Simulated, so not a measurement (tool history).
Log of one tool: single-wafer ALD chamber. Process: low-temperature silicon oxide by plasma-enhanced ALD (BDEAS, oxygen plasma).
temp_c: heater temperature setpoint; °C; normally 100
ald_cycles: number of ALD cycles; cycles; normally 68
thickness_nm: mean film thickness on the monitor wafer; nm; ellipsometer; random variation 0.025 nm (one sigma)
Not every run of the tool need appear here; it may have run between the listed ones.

run    hour  temp_c  ald_cycles  wafers since the last listed run  hours since the last thermocouple change  hours since the gauge calibration  read-back reference wafer on the same gauge, thickness_nm  thickness_nm
  1     0.0     100          68                                 0                                    1043.2                             1309.7                                                      9.179         8.623
  2    73.8     100          68                               279                                    1117.0                             1383.5                                                      9.183         8.648
  3   163.0     100          68                               337                                    1206.2                             1472.7                                                      9.181         8.618
  4   199.1     100          68                               136                                    1242.3                             1508.8                                                      9.177         8.656
  5   280.4     100          68                               307                                    1323.6                             1590.1                                                      9.179         8.633
  6   375.0     100          73                               358                                    1418.2                             1684.7                                                      9.180         9.276
  7   439.1     100          73                               242                                    1482.3                             1748.8                                                      9.177         9.280
  8   490.4     100          68                               194                                    1533.6                             1800.1                                                      9.179         8.640
  9   566.8     100          68                               289                                    1610.0                             1876.5                                                      9.182         8.623
 10   606.9     100          68                               151                                    1650.1                             1916.6                                                      9.173         8.651
 11   655.8     100          68                               185                                    1699.0                             1965.5                                                      9.169         8.622
 12   718.3      91          61                               236                                    1761.5                             2028.0                                                      9.184         7.928
 13   824.9      91          61                               403                                    1868.1                             2134.6                                                      9.185         7.974
 14   873.6      91          61                               184                                    1916.8                             2183.3                                                      9.184         7.943
 15  1071.1      97          68                               747                                    2114.3                             2380.8                                                      9.182         8.742
     1080.7  -- thermocouple changed; heater temperature recalibrated
 16  1172.9     100          63                               355                                      92.2                             2482.6                                                      9.174         7.972
 17  1242.3     100          63                               262                                     161.6                             2552.0                                                      9.180         7.994
     1246.1  -- gauge calibrated
 18  1312.0     100          63                               263                                     231.3                               65.9                                                      9.177         7.970
 19  1371.0     100          68                               223                                     290.3                              124.9                                                      9.184         8.614
 20  1451.7     100          68                               305                                     371.0                              205.6                                                      9.183         8.598
 21  1513.6     100          68                               234                                     432.9                              267.5                                                      9.167         8.620
 22  1615.2      96          56                               384                                     534.5                              369.1                                                      9.178         7.176
 23  1700.0      88          77                               321                                     619.3                              453.9                                                      9.182        10.142
 24  1780.4     100          68                               304                                     699.7                              534.3                                                      9.175         8.614
 25  1855.3     100          78                               283                                     774.6                              609.2                                                      9.173         9.895
 26  1924.8     112          79                               263                                     844.1                              678.7                                                      9.187         9.798
 27  2027.7      89          58                               389                                     947.0                              781.6                                                      9.191         7.612
 28  2069.6     100          61                               158                                     988.9                              823.5                                                      9.182         7.719
 29  2171.4     109          57                               385                                    1090.7                              925.3                                                      9.179         7.136
 30  2247.6      94          82                               288                                    1166.9                             1001.5                                                      9.188        10.572
 31  2334.9      93          76                               330                                    1254.2                             1088.8                                                      9.181         9.860
 32  2402.4     100          68                               255                                    1321.7                             1156.3                                                      9.181         8.626
 33  2506.0     105          80                               392                                    1425.3                             1259.9                                                      9.185        10.013
 34  2563.8     100          68                               218                                    1483.1                             1317.7                                                      9.177         8.643
 35  2647.2     107          65                               315                                    1566.5                             1401.1                                                      9.172         8.141
 36  2692.4     106          72                               171                                    1611.7                             1446.3                                                      9.184         9.021
 37  2746.9     100          68                               206                                    1666.2                             1500.8                                                      9.166         8.612
 38  2849.2     105          80                               387                                    1768.5                             1603.1                                                      9.187        10.036
 39  2894.6      89          75                               171                                    1813.9                             1648.5                                                      9.176         9.832
 40  2964.8     107          68                               265                                    1884.1                             1718.7                                                      9.183         8.521

Each row is a separate what-if for the run after 40, all from the same tool condition, not one after another. Results?
  A  2965.3     100          68                                 1                                    1884.6                             1719.2                                                          ?             ?
  B  2965.3     108          68                                 1                                    1884.6                             1719.2                                                          ?             ?
  C  2965.3      93          63                                 1                                    1884.6                             1719.2                                                          ?             ?

run  read-back reference wafer on the same gauge, thickness_nm  thickness_nm
  A                                                      9.173         8.615
  B                                                      9.173         8.506
  C                                                      9.173         8.159
What these runs would have given with no unlogged condition in the tool:
run  thickness_nm
  A         8.615
  B         8.506
  C         8.159

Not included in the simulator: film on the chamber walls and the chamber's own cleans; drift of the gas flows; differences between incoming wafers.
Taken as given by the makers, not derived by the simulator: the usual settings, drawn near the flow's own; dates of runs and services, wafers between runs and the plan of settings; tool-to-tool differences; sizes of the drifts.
